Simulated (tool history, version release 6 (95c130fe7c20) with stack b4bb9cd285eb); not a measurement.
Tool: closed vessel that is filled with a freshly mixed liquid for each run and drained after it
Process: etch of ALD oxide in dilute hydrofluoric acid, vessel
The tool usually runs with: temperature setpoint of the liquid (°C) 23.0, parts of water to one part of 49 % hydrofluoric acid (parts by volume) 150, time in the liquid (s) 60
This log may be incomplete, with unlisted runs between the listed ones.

| run | hour | temperature setpoint of the liquid (°C) | parts of water to one part of 49 % hydrofluoric acid (parts by volume) | time in the liquid (s) | wafers since the last listed run | hours since the thermometer was replaced | hours since the hydrofluoric acid flow meter was replaced | hours since the gauge calibration | read-back film thickness of the ALD oxide reference wafer, read on the same gauge (nm) | thickness taken off the ALD oxide on a monitor wafer (nm) |
|---|---|---|---|---|---|---|---|---|---|---|
| 1 | 0.0 | 21.0 | 150 | 60 | 0 | 1480.0 | 264.9 | 404.3 | 40.00 | 5.37 |
| 2 | 51.4 | 21.0 | 150 | 60 | 3628 | 1531.4 | 316.3 | 455.7 | 39.98 | 5.40 |
| 3 | 91.6 | 21.0 | 150 | 60 | 2837 | 1571.6 | 356.5 | 495.9 | 40.01 | 5.32 |
| 4 | 158.2 | 20.5 | 150 | 60 | 4701 | 1638.2 | 423.1 | 562.5 | 40.01 | 5.26 |
| 5 | 213.1 | 20.5 | 150 | 60 | 3875 | 1693.1 | 478.0 | 617.4 | 39.99 | 5.22 |
| 6 | 241.3 | 20.5 | 150 | 60 | 1990 | 1721.3 | 506.2 | 645.6 | 39.98 | 5.20 |
| 7 | 275.7 | 23.0 | 150 | 60 | 2428 | 1755.7 | 540.6 | 680.0 | 40.01 | 5.73 |
| 8 | 325.9 | 23.0 | 150 | 60 | 3543 | 1805.9 | 590.8 | 730.2 | 40.00 | 5.75 |
| 9 | 385.2 | 23.0 | 150 | 60 | 4185 | 1865.2 | 650.1 | 789.5 | 40.02 | 5.64 |
| 10 | 420.5 | 23.0 | 150 | 60 | 2491 | 1900.5 | 685.4 | 824.8 | 40.00 | 5.66 |
|  | 447.7 | gauge calibrated |
| 11 | 450.7 | 23.0 | 110 | 60 | 2131 | 1930.7 | 715.6 | 3.0 | 40.01 | 8.13 |
| 12 | 487.6 | 23.0 | 150 | 60 | 2604 | 1967.6 | 752.5 | 39.9 | 40.01 | 5.66 |
| 13 | 523.6 | 23.0 | 150 | 60 | 2541 | 2003.6 | 788.5 | 75.9 | 39.99 | 5.60 |
| 14 | 561.0 | 18.0 | 95 | 95 | 2639 | 2041.0 | 825.9 | 113.3 | 39.99 | 12.14 |
|  | 587.8 | thermometer replaced |
|  | 615.0 | hydrofluoric acid flow meter replaced |
| 15 | 711.9 | 23.0 | 150 | 60 | 10510 | 124.1 | 96.9 | 264.2 | 40.00 | 5.17 |
| 16 | 741.5 | 23.0 | 150 | 60 | 2089 | 153.7 | 126.5 | 293.8 | 40.00 | 5.08 |
| 17 | 926.7 | 23.0 | 150 | 60 | 13072 | 338.9 | 311.7 | 479.0 | 40.00 | 4.97 |
|  | 932.4 | hydrofluoric acid flow meter replaced, repeated, since the last time left the tool worse |
| 18 | 955.6 | 21.5 | 95 | 70 | 1969 | 367.8 | 23.2 | 507.9 | 40.01 | 10.96 |
| 19 | 1011.6 | 23.0 | 190 | 85 | 3952 | 423.8 | 79.2 | 563.9 | 40.01 | 6.42 |
| 20 | 1056.0 | 18.5 | 130 | 75 | 3134 | 468.2 | 123.6 | 608.3 | 39.99 | 7.16 |
| 21 | 1180.6 | 24.5 | 225 | 70 | 8795 | 592.8 | 248.2 | 732.9 | 39.99 | 4.38 |
| 22 | 1237.7 | 20.5 | 150 | 30 | 4030 | 649.9 | 305.3 | 790.0 | 39.99 | 2.65 |
|  | 1256.4 | gauge calibrated |
| 23 | 1261.8 | 25.5 | 180 | 45 | 1701 | 674.0 | 329.4 | 5.4 | 39.99 | 3.85 |
| 24 | 1296.7 | 28.0 | 150 | 30 | 2463 | 708.9 | 364.3 | 40.3 | 39.99 | 3.48 |
| 25 | 1349.6 | 25.0 | 195 | 80 | 3734 | 761.8 | 417.2 | 93.2 | 40.01 | 6.02 |
| 26 | 1407.2 | 19.5 | 150 | 60 | 4065 | 819.4 | 474.8 | 150.8 | 40.00 | 4.99 |

Each row is a separate what-if for the run after 26, all from the same tool condition, not one after another. Results?
| A | 1407.9 | 23.0 | 150 | 60 | 49 | 820.1 | 475.5 | 151.5 | ? | ? |
| B | 1407.9 | 25.0 | 150 | 90 | 49 | 820.1 | 475.5 | 151.5 | ? | ? |
| C | 1407.9 | 23.0 | 105 | 45 | 49 | 820.1 | 475.5 | 151.5 | ? | ? |

| run | read-back film thickness of the ALD oxide reference wafer, read on the same gauge (nm) | thickness taken off the ALD oxide on a monitor wafer (nm) |
|---|---|---|
| A | 40.00 | 5.71 |
| B | 40.00 | 9.24 |
| C | 40.00 | 6.45 |
Without the tool's unlogged condition, the same runs would have read:
| run | thickness taken off the ALD oxide on a monitor wafer (nm) |
|---|---|
| A | 5.96 |
| B | 9.66 |
| C | 6.73 |
